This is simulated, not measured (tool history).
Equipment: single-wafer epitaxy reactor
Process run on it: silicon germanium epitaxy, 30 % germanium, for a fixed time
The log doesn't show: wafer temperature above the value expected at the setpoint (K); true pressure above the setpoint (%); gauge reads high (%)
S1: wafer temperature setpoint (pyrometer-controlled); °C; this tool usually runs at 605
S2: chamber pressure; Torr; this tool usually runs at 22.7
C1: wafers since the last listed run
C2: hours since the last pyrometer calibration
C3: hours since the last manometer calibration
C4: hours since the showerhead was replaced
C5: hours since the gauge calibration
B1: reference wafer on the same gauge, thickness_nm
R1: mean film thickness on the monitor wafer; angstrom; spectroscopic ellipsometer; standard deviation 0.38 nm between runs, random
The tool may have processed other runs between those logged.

run	hour	S1	S2	C1	C2	C3	C4	C5	B1	R1
1	0.0	605	22.7	0	539.5	2062.8	3291.8	3263.3	80.364	704.13
2	46.3	617	22.7	907	585.8	2109.1	3338.1	3309.6	80.520	878.81
3	181.0	605	24.0	2638	720.5	2243.8	3472.8	3444.3	80.428	720.84
4	366.5	605	24.0	3634	906.0	2429.3	3658.3	3629.8	80.497	713.13
5	438.5	605	22.7	1410	978.0	2501.3	3730.3	3701.8	80.298	712.35
6	544.0	605	22.7	2066	1083.5	2606.8	3835.8	3807.3	80.288	706.16
# hour 596.1: gauge calibrated
7	639.5	605	22.7	1870	1179.0	2702.3	3931.3	43.4	80.345	718.49
# hour 671.7: capacitance manometer re-zeroed and calibrated
8	707.1	605	22.7	1167	1246.6	35.4	3998.9	111.0	80.180	686.26
9	801.0	605	22.7	1839	1340.5	129.3	4092.8	204.9	80.309	686.64
10	880.6	605	22.7	1559	1420.1	208.9	4172.4	284.5	80.422	689.14
11	943.2	605	22.7	1226	1482.7	271.5	4235.0	347.1	80.464	684.87
12	1011.3	605	19.3	1334	1550.8	339.6	4303.1	415.2	80.393	660.22
13	1106.1	605	19.3	1857	1645.6	434.4	4397.9	510.0	80.400	658.00
14	1173.9	608	27.0	1328	1713.4	502.2	4465.7	577.8	80.377	766.39
# hour 1233.2: pyrometer calibrated
# hour 1256.5: showerhead replaced
15	1257.0	608	27.0	1314	23.8	585.3	0.5	660.9	80.347	775.52
16	1314.8	614	22.7	1132	81.6	643.1	58.3	718.7	80.278	824.14
17	1415.1	611	24.9	1964	181.9	743.4	158.6	819.0	80.410	801.59
18	1503.0	619	18.2	1722	269.8	831.3	246.5	906.9	80.524	850.98
19	1559.1	609	19.9	1099	325.9	887.4	302.6	963.0	80.629	712.36
20	1657.0	605	22.7	1917	423.8	985.3	400.5	1060.9	80.574	691.42
21	1727.4	605	18.0	1379	494.2	1055.7	470.9	1131.3	80.404	649.48
22	1781.5	590	22.7	1059	548.3	1109.8	525.0	1185.4	80.343	512.47
23	1841.0	596	27.1	1165	607.8	1169.3	584.5	1244.9	80.303	615.51
24	1926.4	605	26.0	1673	693.2	1254.7	669.9	1330.3	80.266	734.52
25	2006.6	613	19.3	1571	773.4	1334.9	750.1	1410.5	80.455	779.76
26	2064.5	605	25.9	1134	831.3	1392.8	808.0	1468.4	80.499	717.18
27	2138.7	598	19.8	1453	905.5	1467.0	882.2	1542.6	80.409	584.57
28	2176.2	613	24.5	734	943.0	1504.5	919.7	1580.1	80.443	833.78
29	2279.9	605	22.7	2031	1046.7	1608.2	1023.4	1683.8	80.339	695.32
30	2382.5	605	22.7	2010	1149.3	1710.8	1126.0	1786.4	80.465	700.66
31	2471.7	595	20.7	1747	1238.5	1800.0	1215.2	1875.6	80.409	565.89
32	2531.1	605	22.7	1163	1297.9	1859.4	1274.6	1935.0	80.286	702.88
33	2574.2	595	26.2	844	1341.0	1902.5	1317.7	1978.1	80.310	602.88
34	2619.0	601	18.1	877	1385.8	1947.3	1362.5	2022.9	80.193	607.79
35	2713.4	592	26.8	1849	1480.2	2041.7	1456.9	2117.3	80.501	569.78
36	2800.5	620	20.2	1706	1567.3	2128.8	1544.0	2204.4	80.232	906.92

Branching from run 36: 3 alternative next runs. What would each branch give?
A	2800.9	605	19.9	7	1567.7	2129.2	1544.4	2204.8	?	?
B	2800.9	601	17.1	7	1567.7	2129.2	1544.4	2204.8	?	?
C	2800.9	591	22.7	7	1567.7	2129.2	1544.4	2204.8	?	?

run	B1	R1
A	80.496	668.95
B	80.496	591.62
C	80.496	526.10
Without the tool's unlogged condition, the same runs would have read:
run	R1
A	657.70
B	581.67
C	517.25
